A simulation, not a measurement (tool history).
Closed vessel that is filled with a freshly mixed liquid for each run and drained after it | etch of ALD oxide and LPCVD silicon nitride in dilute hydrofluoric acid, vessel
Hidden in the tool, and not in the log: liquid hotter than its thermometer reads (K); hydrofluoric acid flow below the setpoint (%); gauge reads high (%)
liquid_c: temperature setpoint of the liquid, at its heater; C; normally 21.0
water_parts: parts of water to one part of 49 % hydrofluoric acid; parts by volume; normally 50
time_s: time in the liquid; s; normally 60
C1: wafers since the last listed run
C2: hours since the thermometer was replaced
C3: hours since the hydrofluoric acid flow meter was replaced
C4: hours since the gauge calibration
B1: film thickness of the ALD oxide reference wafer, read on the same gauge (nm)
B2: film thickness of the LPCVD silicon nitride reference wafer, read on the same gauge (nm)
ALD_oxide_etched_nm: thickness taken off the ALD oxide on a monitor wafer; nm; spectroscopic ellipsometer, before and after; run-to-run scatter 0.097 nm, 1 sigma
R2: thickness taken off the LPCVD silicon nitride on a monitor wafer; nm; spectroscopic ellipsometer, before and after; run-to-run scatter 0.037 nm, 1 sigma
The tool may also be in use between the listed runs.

run 1 hour=0.0 | liquid_c=21.0 water_parts=50 time_s=60 | C1=0 C2=1349.0 C3=585.0 C4=212.9 | B1=80.00 B2=130.005 | ALD_oxide_etched_nm=14.89 R2=0.621
run 2 hour=22.7 | liquid_c=21.0 water_parts=50 time_s=60 | C1=1747 C2=1371.7 C3=607.7 C4=235.6 | B1=80.02 B2=130.055 | ALD_oxide_etched_nm=14.94 R2=0.639
run 3 hour=50.4 | liquid_c=21.0 water_parts=50 time_s=60 | C1=2132 C2=1399.4 C3=635.4 C4=263.3 | B1=80.01 B2=130.038 | ALD_oxide_etched_nm=14.83 R2=0.660
run 4 hour=83.2 | liquid_c=21.0 water_parts=50 time_s=60 | C1=2525 C2=1432.2 C3=668.2 C4=296.1 | B1=80.02 B2=130.019 | ALD_oxide_etched_nm=15.14 R2=0.649
run 5 hour=102.4 | liquid_c=22.5 water_parts=45 time_s=60 | C1=1478 C2=1451.4 C3=687.4 C4=315.3 | B1=80.00 B2=129.997 | ALD_oxide_etched_nm=17.83 R2=0.791
run 6 hour=135.5 | liquid_c=23.0 water_parts=50 time_s=60 | C1=2548 C2=1484.5 C3=720.5 C4=348.4 | B1=80.00 B2=130.035 | ALD_oxide_etched_nm=16.33 R2=0.738
run 7 hour=170.6 | liquid_c=23.0 water_parts=50 time_s=60 | C1=2702 C2=1519.6 C3=755.6 C4=383.5 | B1=79.99 B2=129.998 | ALD_oxide_etched_nm=16.02 R2=0.629
run 8 hour=203.6 | liquid_c=21.0 water_parts=50 time_s=35 | C1=2540 C2=1552.6 C3=788.6 C4=416.5 | B1=80.02 B2=130.005 | ALD_oxide_etched_nm=8.71 R2=0.365
run 9 hour=232.6 | liquid_c=21.0 water_parts=50 time_s=35 | C1=2232 C2=1581.6 C3=817.6 C4=445.5 | B1=80.00 B2=130.038 | ALD_oxide_etched_nm=8.67 R2=0.374
run 10 hour=259.3 | liquid_c=21.0 water_parts=50 time_s=35 | C1=2055 C2=1608.3 C3=844.3 C4=472.2 | B1=79.99 B2=129.966 | ALD_oxide_etched_nm=8.59 R2=0.344
run 11 hour=282.5 | liquid_c=21.0 water_parts=50 time_s=60 | C1=1786 C2=1631.5 C3=867.5 C4=495.4 | B1=79.98 B2=129.971 | ALD_oxide_etched_nm=14.73 R2=0.603
run 12 hour=317.1 | liquid_c=18.5 water_parts=50 time_s=60 | C1=2664 C2=1666.1 C3=902.1 C4=530.0 | B1=80.00 B2=129.995 | ALD_oxide_etched_nm=13.32 R2=0.474
-- hour=332.2 thermometer replaced
run 13 hour=342.5 | liquid_c=21.0 water_parts=35 time_s=60 | C1=1878 C2=10.3 C3=927.5 C4=555.4 | B1=79.97 B2=130.023 | ALD_oxide_etched_nm=18.93 R2=0.672
-- hour=377.9 hydrofluoric acid flow meter replaced
run 14 hour=402.2 | liquid_c=21.0 water_parts=50 time_s=60 | C1=4519 C2=70.0 C3=24.3 C4=615.1 | B1=80.03 B2=130.030 | ALD_oxide_etched_nm=14.70 R2=0.537
run 15 hour=430.4 | liquid_c=24.0 water_parts=50 time_s=60 | C1=2171 C2=98.2 C3=52.5 C4=643.3 | B1=80.00 B2=130.019 | ALD_oxide_etched_nm=16.76 R2=0.649
run 16 hour=462.7 | liquid_c=21.0 water_parts=50 time_s=60 | C1=2486 C2=130.5 C3=84.8 C4=675.6 | B1=79.99 B2=129.944 | ALD_oxide_etched_nm=14.68 R2=0.550
-- hour=493.2 gauge calibrated
run 17 hour=524.4 | liquid_c=21.0 water_parts=75 time_s=60 | C1=4750 C2=192.2 C3=146.5 C4=31.2 | B1=79.99 B2=130.007 | ALD_oxide_etched_nm=9.50 R2=0.388
run 18 hour=553.8 | liquid_c=17.5 water_parts=50 time_s=60 | C1=2263 C2=221.6 C3=175.9 C4=60.6 | B1=80.01 B2=130.015 | ALD_oxide_etched_nm=12.62 R2=0.452
run 19 hour=588.2 | liquid_c=21.0 water_parts=50 time_s=60 | C1=2648 C2=256.0 C3=210.3 C4=95.0 | B1=80.01 B2=130.014 | ALD_oxide_etched_nm=14.60 R2=0.629
run 20 hour=603.6 | liquid_c=24.0 water_parts=60 time_s=45 | C1=1185 C2=271.4 C3=225.7 C4=110.4 | B1=80.00 B2=129.987 | ALD_oxide_etched_nm=10.28 R2=0.431
run 21 hour=637.4 | liquid_c=18.0 water_parts=35 time_s=35 | C1=2602 C2=305.2 C3=259.5 C4=144.2 | B1=80.00 B2=129.961 | ALD_oxide_etched_nm=10.91 R2=0.407
run 22 hour=658.3 | liquid_c=21.0 water_parts=50 time_s=35 | C1=1609 C2=326.1 C3=280.4 C4=165.1 | B1=80.01 B2=129.966 | ALD_oxide_etched_nm=8.48 R2=0.339

Measured minus without-hidden-state, run by run (identical run-to-run variation in each term; gauge scatter may differ):
run=1 ALD_oxide_etched_nm=+0.22 R2=+0.051
run=2 ALD_oxide_etched_nm=+0.20 R2=+0.052
run=3 ALD_oxide_etched_nm=+0.18 R2=+0.054
run=4 ALD_oxide_etched_nm=+0.16 R2=+0.053
run=5 ALD_oxide_etched_nm=+0.15 R2=+0.064
run=6 ALD_oxide_etched_nm=+0.09 R2=+0.059
run=7 ALD_oxide_etched_nm=+0.06 R2=+0.050
run=8 ALD_oxide_etched_nm=+0.03 R2=+0.029
run=9 ALD_oxide_etched_nm=+0.02 R2=+0.030
run=10 ALD_oxide_etched_nm=+0.01 R2=+0.028
run=11 ALD_oxide_etched_nm=-0.01 R2=+0.049
run=12 ALD_oxide_etched_nm=+0.00 R2=+0.040
run=13 ALD_oxide_etched_nm=-2.49 R2=-0.081
run=14 ALD_oxide_etched_nm=+0.01 R2=+0.003
run=15 ALD_oxide_etched_nm=-0.02 R2=+0.002
run=16 ALD_oxide_etched_nm=-0.03 R2=+0.002
run=17 ALD_oxide_etched_nm=-0.06 R2=+0.001
run=18 ALD_oxide_etched_nm=-0.07 R2=+0.003
run=19 ALD_oxide_etched_nm=-0.12 R2=+0.004
run=20 ALD_oxide_etched_nm=-0.09 R2=+0.002
run=21 ALD_oxide_etched_nm=-0.09 R2=+0.004
run=22 ALD_oxide_etched_nm=-0.09 R2=+0.002
